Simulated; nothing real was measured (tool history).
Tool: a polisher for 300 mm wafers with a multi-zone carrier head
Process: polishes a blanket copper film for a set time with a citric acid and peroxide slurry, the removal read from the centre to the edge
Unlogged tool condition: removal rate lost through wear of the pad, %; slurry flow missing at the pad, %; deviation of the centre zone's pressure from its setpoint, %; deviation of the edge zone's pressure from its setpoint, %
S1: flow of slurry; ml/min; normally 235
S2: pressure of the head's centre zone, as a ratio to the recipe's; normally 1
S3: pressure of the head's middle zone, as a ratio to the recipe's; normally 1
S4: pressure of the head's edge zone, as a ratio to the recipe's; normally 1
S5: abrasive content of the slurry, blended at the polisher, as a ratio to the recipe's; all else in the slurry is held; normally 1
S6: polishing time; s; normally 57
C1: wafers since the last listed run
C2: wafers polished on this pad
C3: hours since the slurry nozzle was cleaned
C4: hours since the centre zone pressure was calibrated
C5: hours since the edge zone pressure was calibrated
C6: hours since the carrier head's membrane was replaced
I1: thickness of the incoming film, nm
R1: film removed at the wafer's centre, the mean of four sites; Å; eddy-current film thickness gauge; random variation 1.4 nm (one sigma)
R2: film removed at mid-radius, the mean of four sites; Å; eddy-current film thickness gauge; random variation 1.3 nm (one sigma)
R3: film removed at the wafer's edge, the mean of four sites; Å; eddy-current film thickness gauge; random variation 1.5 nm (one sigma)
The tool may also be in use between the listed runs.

Run 1, hour 0: usual settings; C1 0; C2 891; C3 98.6; C4 116.3; C5 729.3; C6 759.6; I1 869.9. Result: R1 1445 Å, R2 1474 Å, R3 1438 Å.
At hour 53.1: worn pad replaced by a new one.
Run 2, hour 68: usual settings but S3 1.09, S5 1.1; C1 590; C2 137; C3 166.6; C4 184.3; C5 797.3; C6 827.6; I1 896.8. Result: R1 1508 Å, R2 1631 Å, R3 1480 Å.
Run 3, hour 127.5: usual settings but S3 1.09, S5 1.1; C1 549; C2 686; C3 226.1; C4 243.8; C5 856.8; C6 887.1; I1 896.8. Result: R1 1499 Å, R2 1606 Å, R3 1477 Å.
At hour 213: worn pad replaced by a new one.
Run 4, hour 306.1: usual settings but S3 1.09, S5 1.1; C1 1611; C2 859; C3 404.7; C4 422.4; C5 1035.4; C6 1065.7; I1 890.3. Result: R1 1471 Å, R2 1622 Å, R3 1463 Å.
Run 5, hour 345.5: usual settings; C1 363; C2 1222; C3 444.1; C4 461.8; C5 1074.8; C6 1105.1; I1 883.8. Result: R1 1471 Å, R2 1454 Å, R3 1448 Å.
At hour 368.7: carrier head's membrane replaced by a new one.
At hour 389.1: worn pad replaced by a new one.
Run 6, hour 401.8: usual settings but S5 0.8; C1 436; C2 117; C3 500.4; C4 518.1; C5 1131.1; C6 33.1; I1 888. Result: R1 1401 Å, R2 1471 Å, R3 1412 Å.
Run 7, hour 441.9: usual settings but S5 0.8; C1 370; C2 487; C3 540.5; C4 558.2; C5 1171.2; C6 73.2; I1 886.9. Result: R1 1403 Å, R2 1463 Å, R3 1392 Å.
Run 8, hour 471.5: usual settings; C1 273; C2 760; C3 570.1; C4 587.8; C5 1200.8; C6 102.8; I1 877.8. Result: R1 1481 Å, R2 1482 Å, R3 1463 Å.
At hour 490.1: centre zone pressure recalibrated.
Run 9, hour 523.3: usual settings but S1 280 ml/min, S2 1.1, S4 1.11, S5 0.9; C1 459; C2 1219; C3 621.9; C4 33.2; C5 1252.6; C6 154.6; I1 892.4. Result: R1 1600 Å, R2 1434 Å, R3 1492 Å.
At hour 548.6: worn pad replaced by a new one.
At hour 563.7: slurry nozzle cleaned.
Run 10, hour 577.3: usual settings but S6 42 s; C1 452; C2 256; C3 13.6; C4 87.2; C5 1306.6; C6 208.6; I1 875.9. Result: R1 1070 Å, R2 1097 Å, R3 1084 Å.
Run 11, hour 602.1: usual settings but S1 265 ml/min, S5 1.2; C1 228; C2 484; C3 38.4; C4 112; C5 1331.4; C6 233.4; I1 889.3. Result: R1 1535 Å, R2 1561 Å, R3 1535 Å.

Run 12, settings as shown, results not yet in. Your forecast:
At hour 612.8: edge zone pressure recalibrated.
Run 12, hour 654.5: usual settings but S5 1.3; C1 465; C2 950; C3 90.8; C4 164.4; C5 41.7; C6 285.8; I1 897.4. Result: R1 ?, R2 ?, R3 ?.

R1: 1521 Å
R2: 1555 Å
R3: 1522 Å
With no hidden state in the tool, this same run would have given R1 1553 Å, R2 1588 Å, R3 1554 Å.
